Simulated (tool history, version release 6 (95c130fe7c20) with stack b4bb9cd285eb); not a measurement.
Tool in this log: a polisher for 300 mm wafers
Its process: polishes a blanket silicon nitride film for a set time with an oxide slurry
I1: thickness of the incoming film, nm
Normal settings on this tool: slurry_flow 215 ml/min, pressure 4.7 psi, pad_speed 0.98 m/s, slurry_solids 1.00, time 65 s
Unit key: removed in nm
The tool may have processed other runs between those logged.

{"run": 1, "hour": 0.0, "slurry_flow": 215, "pressure": 4.7, "pad_speed": 0.9, "slurry_solids": 0.9, "time": 65, "I1": 346.9, "removed": 42.5}
{"run": 2, "hour": 12.9, "slurry_flow": 215, "pressure": 4.7, "pad_speed": 0.98, "slurry_solids": 1.0, "time": 65, "I1": 348.0, "removed": 45.8}
{"run": 3, "hour": 48.5, "slurry_flow": 215, "pressure": 4.7, "pad_speed": 0.98, "slurry_solids": 1.0, "time": 65, "I1": 342.7, "removed": 44.9}
{"run": 4, "hour": 63.2, "slurry_flow": 215, "pressure": 4.7, "pad_speed": 0.98, "slurry_solids": 1.0, "time": 49, "I1": 339.1, "removed": 34.5}
{"run": 5, "hour": 82.5, "slurry_flow": 215, "pressure": 4.7, "pad_speed": 0.98, "slurry_solids": 1.0, "time": 49, "I1": 339.1, "removed": 33.9}
{"hour": 108.3, "done": "head pressure recalibrated"}
{"run": 6, "hour": 108.8, "slurry_flow": 215, "pressure": 4.7, "pad_speed": 1.18, "slurry_solids": 1.0, "time": 65, "I1": 334.0, "removed": 45.7}
{"hour": 123.3, "done": "worn pad replaced by a new one"}
{"run": 7, "hour": 134.8, "slurry_flow": 215, "pressure": 4.7, "pad_speed": 0.98, "slurry_solids": 0.8, "time": 65, "I1": 340.7, "removed": 36.8}
{"run": 8, "hour": 168.7, "slurry_flow": 215, "pressure": 3.4, "pad_speed": 0.98, "slurry_solids": 0.85, "time": 65, "I1": 338.4, "removed": 27.0}
{"run": 9, "hour": 192.7, "slurry_flow": 215, "pressure": 5.8, "pad_speed": 0.98, "slurry_solids": 1.0, "time": 65, "I1": 334.5, "removed": 49.6}
{"hour": 203.7, "done": "conditioning disc replaced and pad reconditioned"}
{"hour": 212.6, "done": "slurry blender recalibrated"}
{"run": 10, "hour": 213.8, "slurry_flow": 255, "pressure": 5.6, "pad_speed": 0.98, "slurry_solids": 1.0, "time": 65, "I1": 341.4, "removed": 57.2}
{"run": 11, "hour": 227.5, "slurry_flow": 215, "pressure": 3.4, "pad_speed": 0.98, "slurry_solids": 0.75, "time": 65, "I1": 338.6, "removed": 28.8}
{"run": 12, "hour": 250.4, "slurry_flow": 215, "pressure": 4.7, "pad_speed": 0.78, "slurry_solids": 0.75, "time": 65, "I1": 344.1, "removed": 37.2}
{"run": 13, "hour": 264.7, "slurry_flow": 215, "pressure": 4.7, "pad_speed": 0.98, "slurry_solids": 1.0, "time": 79, "I1": 344.8, "removed": 56.0}

Forecast run 14:
{"run": 14, "hour": 286.4, "slurry_flow": 215, "pressure": 4.7, "pad_speed": 0.98, "slurry_solids": 1.0, "time": 65, "I1": 346.8, "removed": "?"}

Run 14 gave removed 43.7 nm.
Without the tool's hidden state the same run would have given removed 46.3 nm.
